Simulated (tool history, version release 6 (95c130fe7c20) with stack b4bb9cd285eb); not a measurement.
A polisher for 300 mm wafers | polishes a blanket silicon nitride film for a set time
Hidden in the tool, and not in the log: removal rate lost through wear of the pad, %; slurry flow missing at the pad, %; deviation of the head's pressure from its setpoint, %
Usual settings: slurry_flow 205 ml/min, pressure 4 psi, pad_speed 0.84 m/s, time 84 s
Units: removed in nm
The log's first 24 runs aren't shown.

run,day,slurry_flow,pressure,pad_speed,time,wafers since the last listed run,wafers polished on this pad,hours since the slurry nozzle was cleaned,hours since the head pressure was calibrated,"incoming thickness of the incoming film, nm",removed
# day 54.262: worn pad replaced by a new one
25,56.033,175,4,0.84,111,627,468,281.2,1007.3,826.4,163
26,57.988,205,4,0.84,68,516,984,328.1,1054.2,818.9,100.2
27,60.425,205,4.6,0.84,63,644,1628,386.6,1112.7,826.2,105.7
28,61.662,205,4,0.84,84,327,1955,416.3,1142.4,819.8,119.9
# day 62.358: slurry nozzle cleaned
29,63.354,205,2.7,0.84,66,436,2392,23.9,1183,824.3,62.4
30,65.271,205,4,0.84,84,506,2898,69.9,1229,811.6,117.4
31,66.804,205,4,0.84,84,405,3303,106.7,1265.8,824.1,116.3
32,67.833,205,5.1,0.84,66,271,3575,131.4,1290.5,816.6,116.7
33,69.033,205,4,0.84,84,317,3892,160.2,1319.3,810.2,114.5
34,70.05,205,3,1.04,84,268,4161,184.6,1343.7,816.5,99.8
# day 71.008: head pressure recalibrated
# day 72.117: worn pad replaced by a new one
35,72.421,205,4,1.14,103,560,80,241.5,33.9,819.1,189.2
36,73.717,175,4,1.06,73,342,423,272.6,65,809.9,123.7
37,76.333,205,2.6,0.64,64,691,1114,335.4,127.8,810.1,50.9

4 ways to go on from here, each from the tool as it stands after run 37. What would each give?
A,76.35,140,4,0.84,84,4,1119,335.8,128.2,807.5,?
B,76.35,240,4.5,1.1,111,4,1119,335.8,128.2,807.5,?
C,76.35,205,4,0.62,84,4,1119,335.8,128.2,807.5,?
D,76.35,160,4,0.84,57,4,1119,335.8,128.2,807.5,?

run,removed
A,115.6
B,217.4
C,98.3
D,79.5
Without the tool's hidden state the same runs would have given:
run,removed
A,122.2
B,229.7
C,103.9
D,84
